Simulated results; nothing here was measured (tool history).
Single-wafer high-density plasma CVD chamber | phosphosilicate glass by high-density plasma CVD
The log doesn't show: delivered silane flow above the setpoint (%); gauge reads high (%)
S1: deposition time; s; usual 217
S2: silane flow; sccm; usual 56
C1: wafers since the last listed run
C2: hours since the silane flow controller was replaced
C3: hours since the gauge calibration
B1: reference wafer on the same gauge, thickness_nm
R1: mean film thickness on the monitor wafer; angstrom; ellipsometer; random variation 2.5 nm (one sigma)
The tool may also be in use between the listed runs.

run   hour   S1  S2    C1      C2     C3       B1        R1
  1      0  217  53     0  4437.1  253.7  957.585  10498.98
  2   68.5  217  53   612  4505.6  322.2  956.045     10448
  3   96.7  217  53   252  4533.8  350.4  954.726  10444.25
  4  243.7  217  56  1315  4680.8  497.4  947.895  10974.63
  5  271.7  217  56   250  4708.8  525.4  944.856  10876.19
  6  336.2  217  56   577  4773.3  589.9  940.795  10859.61
     352.6  -- gauge calibrated
  7  390.6  217  56   486  4827.7     38   958.65  11130.78
  8  444.8  217  56   484  4881.9   92.2  958.563  11077.93
  9  473.3  217  56   255  4910.4  120.7  958.392  11109.61
     528.4  -- silane flow controller replaced
 10  533.5  188  51   467     5.1  180.9  957.235   8752.27
 11  569.8  217  53   324    41.4  217.2  955.393  10475.83
 12    605  192  52   314    76.6  252.4  954.903   9120.39
 13    631  250  45   232   102.6  278.4  954.928  10206.01
 14  671.4  188  63   361     143  318.8   953.86  10781.45
 15  700.8  254  50   263   172.4  348.2   951.56   11516.6
 16  761.8  253  59   545   233.4  409.2  948.169   13415.6
 17  819.1  250  52   512   290.7  466.5  946.322  11714.82
     952.2  -- gauge calibrated
 18  972.7  182  61  1374   444.3   20.5  958.332  10151.51

4 ways to go on from here, each from the tool as it stands after run 18. What would each give?
  A  973.2  217  56   4  444.8  21   ?   ?
  B  973.2  205  56   4  444.8  21   ?   ?
  C  973.2  196  60   4  444.8  21   ?   ?
  D  973.2  203  65   4  444.8  21   ?   ?

run       B1        R1
  A  958.551  11110.28
  B  958.551  10495.89
  C  958.551  10751.89
  D  958.551  12063.87
Without the tool's hidden state the same runs would have given:
run        R1
  A  11131.96
  B  10516.36
  C  10772.86
  D  12087.41

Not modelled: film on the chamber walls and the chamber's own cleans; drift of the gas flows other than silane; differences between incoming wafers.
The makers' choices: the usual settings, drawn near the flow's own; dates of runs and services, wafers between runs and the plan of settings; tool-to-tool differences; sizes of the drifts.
